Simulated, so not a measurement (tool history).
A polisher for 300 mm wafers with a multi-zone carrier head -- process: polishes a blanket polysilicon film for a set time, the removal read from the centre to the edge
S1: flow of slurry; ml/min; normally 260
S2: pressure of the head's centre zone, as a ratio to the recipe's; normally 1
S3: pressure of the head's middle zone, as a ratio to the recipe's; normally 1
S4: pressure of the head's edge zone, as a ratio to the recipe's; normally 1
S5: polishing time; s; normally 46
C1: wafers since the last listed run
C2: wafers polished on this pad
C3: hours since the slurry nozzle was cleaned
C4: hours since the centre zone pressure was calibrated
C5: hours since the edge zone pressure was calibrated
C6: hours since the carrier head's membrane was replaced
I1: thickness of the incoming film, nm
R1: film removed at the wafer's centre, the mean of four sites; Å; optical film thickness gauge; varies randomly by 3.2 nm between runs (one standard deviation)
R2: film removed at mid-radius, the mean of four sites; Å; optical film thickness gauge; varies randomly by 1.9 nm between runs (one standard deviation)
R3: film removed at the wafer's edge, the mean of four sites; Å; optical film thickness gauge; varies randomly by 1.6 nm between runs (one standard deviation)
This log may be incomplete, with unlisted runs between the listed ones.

run 1 hour=0 | S1=320 S2=1.07 S3=1 S4=0.97 S5=46 | C1=0 C2=487 C3=321.6 C4=163.3 C5=204.5 C6=189.5 | I1=1825.3 | R1=2378 R2=2331 R3=2206
run 2 hour=54.9 | S1=260 S2=1 S3=1 S4=1 S5=46 | C1=354 C2=841 C3=376.5 C4=218.2 C5=259.4 C6=244.4 | I1=1830.4 | R1=2102 R2=2267 R3=2214
run 3 hour=82.5 | S1=260 S2=0.92 S3=1 S4=0.95 S5=46 | C1=178 C2=1020 C3=404.1 C4=245.8 C5=287 C6=272 | I1=1826.1 | R1=2025 R2=2251 R3=2162
run 4 hour=123.7 | S1=260 S2=1 S3=1 S4=1 S5=32 | C1=266 C2=1286 C3=445.3 C4=287 C5=328.2 C6=313.2 | I1=1856.1 | R1=1513 R2=1572 R3=1546
run 5 hour=162.6 | S1=285 S2=1 S3=1.1 S4=1.09 S5=37 | C1=251 C2=1537 C3=484.2 C4=325.9 C5=367.1 C6=352.1 | I1=1820.9 | R1=1812 R2=2021 R3=1841
run 6 hour=200.2 | S1=295 S2=1 S3=1 S4=1 S5=56 | C1=242 C2=1780 C3=521.8 C4=363.5 C5=404.7 C6=389.7 | I1=1838.9 | R1=2647 R2=2813 R3=2725
run 7 hour=254 | S1=260 S2=0.96 S3=1 S4=1.04 S5=55 | C1=347 C2=2127 C3=575.6 C4=417.3 C5=458.5 C6=443.5 | I1=1836.8 | R1=2540 R2=2741 R3=2708
run 8 hour=295.5 | S1=180 S2=1.06 S3=1 S4=1.1 S5=62 | C1=268 C2=2395 C3=617.1 C4=458.8 C5=500 C6=485 | I1=1831.6 | R1=3016 R2=2859 R3=2987
run 9 hour=351.7 | S1=260 S2=1.07 S3=1 S4=1.09 S5=46 | C1=362 C2=2758 C3=673.3 C4=515 C5=556.2 C6=541.2 | I1=1856.8 | R1=2374 R2=2270 R3=2258
-- hour=360.1 slurry nozzle cleaned
run 10 hour=386.9 | S1=260 S2=1 S3=1 S4=1 S5=46 | C1=220 C2=2979 C3=26.8 C4=550.2 C5=591.4 C6=576.4 | I1=1859.4 | R1=2172 R2=2234 R3=2221
-- hour=391.1 worn pad replaced by a new one
run 11 hour=417.5 | S1=260 S2=1 S3=1 S4=1 S5=46 | C1=171 C2=170 C3=57.4 C4=580.8 C5=622 C6=607 | I1=1814.5 | R1=2176 R2=2273 R3=2188
-- hour=449.3 centre zone pressure recalibrated
run 12 hour=476.4 | S1=260 S2=1 S3=1 S4=1 S5=46 | C1=367 C2=538 C3=116.3 C4=27.1 C5=680.9 C6=665.9 | I1=1833.7 | R1=2179 R2=2258 R3=2206
run 13 hour=529 | S1=260 S2=1 S3=1 S4=1 S5=39 | C1=339 C2=877 C3=168.9 C4=79.7 C5=733.5 C6=718.5 | I1=1817.3 | R1=1868 R2=1919 R3=1851
run 14 hour=589.1 | S1=260 S2=1 S3=1 S4=1 S5=46 | C1=388 C2=1265 C3=229 C4=139.8 C5=793.6 C6=778.6 | I1=1817.3 | R1=2186 R2=2285 R3=2195
run 15 hour=626.1 | S1=210 S2=1.11 S3=0.95 S4=0.95 S5=46 | C1=238 C2=1504 C3=266 C4=176.8 C5=830.6 C6=815.6 | I1=1840.2 | R1=2268 R2=2140 R3=2095
run 16 hour=665 | S1=260 S2=1 S3=1 S4=1 S5=46 | C1=251 C2=1756 C3=304.9 C4=215.7 C5=869.5 C6=854.5 | I1=1845.8 | R1=2206 R2=2230 R3=2228
run 17 hour=730.1 | S1=260 S2=1 S3=1 S4=1 S5=46 | C1=420 C2=2176 C3=370 C4=280.8 C5=934.6 C6=919.6 | I1=1808.8 | R1=2173 R2=2252 R3=2186
run 18 hour=795 | S1=205 S2=1 S3=0.94 S4=0.9 S5=59 | C1=419 C2=2595 C3=434.9 C4=345.7 C5=999.5 C6=984.5 | I1=1846.2 | R1=2720 R2=2648 R3=2612
-- hour=813.8 worn pad replaced by a new one
run 19 hour=857.4 | S1=260 S2=1 S3=1 S4=0.9 S5=59 | C1=377 C2=281 C3=497.3 C4=408.1 C5=1061.9 C6=1046.9 | I1=1872.1 | R1=2730 R2=2876 R3=2659
-- hour=866 carrier head's membrane replaced by a new one
run 20 hour=903.8 | S1=180 S2=1 S3=1 S4=1.11 S5=46 | C1=267 C2=549 C3=543.7 C4=454.5 C5=1108.3 C6=37.8 | I1=1859.6 | R1=2025 R2=2161 R3=2229
run 21 hour=974.2 | S1=260 S2=1 S3=1 S4=1.1 S5=35 | C1=454 C2=1003 C3=614.1 C4=524.9 C5=1178.7 C6=108.2 | I1=1817.7 | R1=1647 R2=1697 R3=1739

Across each entry between runs, compare the hidden state at the last listed run before it with the hidden state at the first listed run after it:
After run 9, before run 10: slurry nozzle cleaned (hour 360.1)
  the hidden state is the same at both runs
After run 10, before run 11: worn pad replaced by a new one (hour 391.1)
  the hidden state is the same at both runs
After run 11, before run 12: centre zone pressure recalibrated (hour 449.3)
  the hidden state is the same at both runs
After run 18, before run 19: worn pad replaced by a new one (hour 813.8)
  the hidden state is the same at both runs
After run 19, before run 20: carrier head's membrane replaced by a new one (hour 866)
  the hidden state is the same at both runs
